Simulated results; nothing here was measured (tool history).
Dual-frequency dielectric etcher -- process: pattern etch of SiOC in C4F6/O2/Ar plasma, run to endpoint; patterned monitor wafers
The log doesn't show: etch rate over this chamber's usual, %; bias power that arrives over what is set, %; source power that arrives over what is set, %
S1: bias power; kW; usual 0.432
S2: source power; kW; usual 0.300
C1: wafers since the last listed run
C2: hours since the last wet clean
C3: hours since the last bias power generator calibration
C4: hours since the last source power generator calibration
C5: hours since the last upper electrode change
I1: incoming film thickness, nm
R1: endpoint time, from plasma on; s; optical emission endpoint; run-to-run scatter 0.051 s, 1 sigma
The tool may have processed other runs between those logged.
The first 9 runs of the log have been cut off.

{"run": 10, "hour": 1087.2, "S1": 0.432, "S2": 0.3, "C1": 1288, "C2": 635.1, "C3": 2566.9, "C4": 143.5, "C5": 3634.5, "I1": 43.0, "R1": 17.3}
{"hour": 1116.8, "done": "wet clean of the chamber"}
{"run": 11, "hour": 1141.8, "S1": 0.432, "S2": 0.3, "C1": 514, "C2": 25.0, "C3": 2621.5, "C4": 198.1, "C5": 3689.1, "I1": 43.29, "R1": 16.8}
{"run": 12, "hour": 1202.8, "S1": 0.432, "S2": 0.3, "C1": 1025, "C2": 86.0, "C3": 2682.5, "C4": 259.1, "C5": 3750.1, "I1": 43.22, "R1": 16.8}
{"run": 13, "hour": 1286.5, "S1": 0.432, "S2": 0.3, "C1": 1406, "C2": 169.7, "C3": 2766.2, "C4": 342.8, "C5": 3833.8, "I1": 43.69, "R1": 17.0}
{"run": 14, "hour": 1382.9, "S1": 0.432, "S2": 0.3, "C1": 1619, "C2": 266.1, "C3": 2862.6, "C4": 439.2, "C5": 3930.2, "I1": 43.25, "R1": 16.9}
{"run": 15, "hour": 1481.3, "S1": 0.432, "S2": 0.23, "C1": 1653, "C2": 364.5, "C3": 2961.0, "C4": 537.6, "C5": 4028.6, "I1": 43.73, "R1": 18.4}
{"run": 16, "hour": 1582.9, "S1": 0.432, "S2": 0.3, "C1": 1707, "C2": 466.1, "C3": 3062.6, "C4": 639.2, "C5": 4130.2, "I1": 43.93, "R1": 17.5}
{"run": 17, "hour": 1635.5, "S1": 0.388, "S2": 0.22, "C1": 883, "C2": 518.7, "C3": 3115.2, "C4": 691.8, "C5": 4182.8, "I1": 43.75, "R1": 19.2}
{"run": 18, "hour": 1723.0, "S1": 0.432, "S2": 0.3, "C1": 1470, "C2": 606.2, "C3": 3202.7, "C4": 779.3, "C5": 4270.3, "I1": 43.41, "R1": 17.3}
{"hour": 1810.1, "done": "upper electrode replaced"}
{"hour": 1845.9, "done": "wet clean of the chamber"}
{"run": 19, "hour": 1846.4, "S1": 0.432, "S2": 0.3, "C1": 1267, "C2": 0.5, "C3": 3326.1, "C4": 902.7, "C5": 36.3, "I1": 43.39, "R1": 16.8}
{"run": 20, "hour": 1889.5, "S1": 0.521, "S2": 0.26, "C1": 724, "C2": 43.6, "C3": 3369.2, "C4": 945.8, "C5": 79.4, "I1": 43.48, "R1": 16.7}
{"hour": 1992.1, "done": "bias power generator calibrated"}
{"run": 21, "hour": 1992.6, "S1": 0.524, "S2": 0.35, "C1": 1665, "C2": 146.7, "C3": 0.5, "C4": 1048.9, "C5": 182.5, "I1": 43.15, "R1": 15.5}
{"run": 22, "hour": 2087.5, "S1": 0.529, "S2": 0.25, "C1": 1594, "C2": 241.6, "C3": 95.4, "C4": 1143.8, "C5": 277.4, "I1": 43.49, "R1": 16.9}
{"run": 23, "hour": 2192.9, "S1": 0.432, "S2": 0.3, "C1": 1771, "C2": 347.0, "C3": 200.8, "C4": 1249.2, "C5": 382.8, "I1": 43.49, "R1": 17.0}

Estimate the outcome of run 24 from the log above:
{"run": 24, "hour": 2241.2, "S1": 0.432, "S2": 0.3, "C1": 811, "C2": 395.3, "C3": 249.1, "C4": 1297.5, "C5": 431.1, "I1": 43.4, "R1": "?"}

R1: 17.0 s
Had the tool carried no hidden state, the very same run would have given R1 16.9 s.

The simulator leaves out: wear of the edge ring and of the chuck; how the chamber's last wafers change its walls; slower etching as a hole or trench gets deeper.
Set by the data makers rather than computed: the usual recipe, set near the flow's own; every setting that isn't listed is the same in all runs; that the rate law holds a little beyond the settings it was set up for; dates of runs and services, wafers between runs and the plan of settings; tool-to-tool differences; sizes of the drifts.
